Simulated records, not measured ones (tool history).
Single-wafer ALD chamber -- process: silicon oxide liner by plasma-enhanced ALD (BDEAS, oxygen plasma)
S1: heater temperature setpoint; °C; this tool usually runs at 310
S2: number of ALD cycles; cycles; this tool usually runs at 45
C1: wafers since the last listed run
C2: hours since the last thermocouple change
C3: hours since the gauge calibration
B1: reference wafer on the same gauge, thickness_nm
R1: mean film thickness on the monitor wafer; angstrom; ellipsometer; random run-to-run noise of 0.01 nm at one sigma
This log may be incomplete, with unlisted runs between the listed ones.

{"run": 1, "day": 0.0, "S1": 315, "S2": 42, "C1": 0, "C2": 1242.6, "C3": 214.5, "B1": 3.689, "R1": 38.65}
{"run": 2, "day": 0.862, "S1": 310, "S2": 45, "C1": 105, "C2": 1263.3, "C3": 235.2, "B1": 3.687, "R1": 41.64}
{"run": 3, "day": 1.842, "S1": 310, "S2": 38, "C1": 120, "C2": 1286.8, "C3": 258.7, "B1": 3.681, "R1": 35.18}
{"run": 4, "day": 2.479, "S1": 310, "S2": 38, "C1": 78, "C2": 1302.1, "C3": 274.0, "B1": 3.681, "R1": 35.03}
{"day": 3.154, "done": "gauge calibrated"}
{"run": 5, "day": 3.217, "S1": 317, "S2": 45, "C1": 90, "C2": 1319.8, "C3": 1.5, "B1": 3.721, "R1": 41.65}
{"run": 6, "day": 4.354, "S1": 310, "S2": 50, "C1": 139, "C2": 1347.1, "C3": 28.8, "B1": 3.717, "R1": 46.66}
{"run": 7, "day": 5.15, "S1": 310, "S2": 45, "C1": 97, "C2": 1366.2, "C3": 47.9, "B1": 3.712, "R1": 41.98}
{"run": 8, "day": 6.088, "S1": 310, "S2": 45, "C1": 115, "C2": 1388.7, "C3": 70.4, "B1": 3.712, "R1": 41.91}
{"run": 9, "day": 7.429, "S1": 310, "S2": 38, "C1": 164, "C2": 1420.9, "C3": 102.6, "B1": 3.707, "R1": 35.32}
{"run": 10, "day": 8.229, "S1": 303, "S2": 53, "C1": 98, "C2": 1440.1, "C3": 121.8, "B1": 3.705, "R1": 49.83}
{"run": 11, "day": 8.904, "S1": 310, "S2": 38, "C1": 82, "C2": 1456.3, "C3": 138.0, "B1": 3.701, "R1": 35.26}
{"run": 12, "day": 9.938, "S1": 299, "S2": 45, "C1": 126, "C2": 1481.1, "C3": 162.8, "B1": 3.696, "R1": 42.38}
{"run": 13, "day": 11.142, "S1": 297, "S2": 49, "C1": 147, "C2": 1510.0, "C3": 191.7, "B1": 3.695, "R1": 46.55}
{"run": 14, "day": 11.708, "S1": 315, "S2": 45, "C1": 69, "C2": 1523.6, "C3": 205.3, "B1": 3.69, "R1": 41.41}
{"day": 12.871, "done": "gauge calibrated"}
{"day": 13.975, "done": "thermocouple changed; heater temperature recalibrated"}
{"run": 15, "day": 15.492, "S1": 300, "S2": 38, "C1": 423, "C2": 36.4, "C3": 62.9, "B1": 3.708, "R1": 35.8}
{"run": 16, "day": 16.921, "S1": 321, "S2": 40, "C1": 175, "C2": 70.7, "C3": 97.2, "B1": 3.704, "R1": 36.54}
{"run": 17, "day": 18.171, "S1": 324, "S2": 51, "C1": 153, "C2": 100.7, "C3": 127.2, "B1": 3.7, "R1": 46.43}

What would each run have given without the hidden state, its run-to-run variation left as it was?
Unlogged tool condition in this case: wafer temperature above the value expected at the setpoint (K); gauge reads high (%).
run=1 R1=38.98
run=2 R1=42.03
run=3 R1=35.54
run=4 R1=35.41
run=5 R1=41.63
run=6 R1=46.70
run=7 R1=42.04
run=8 R1=42.01
run=9 R1=35.45
run=10 R1=50.05
run=11 R1=35.44
run=12 R1=42.64
run=13 R1=46.89
run=14 R1=41.74
run=15 R1=35.90
run=16 R1=36.69
run=17 R1=46.67
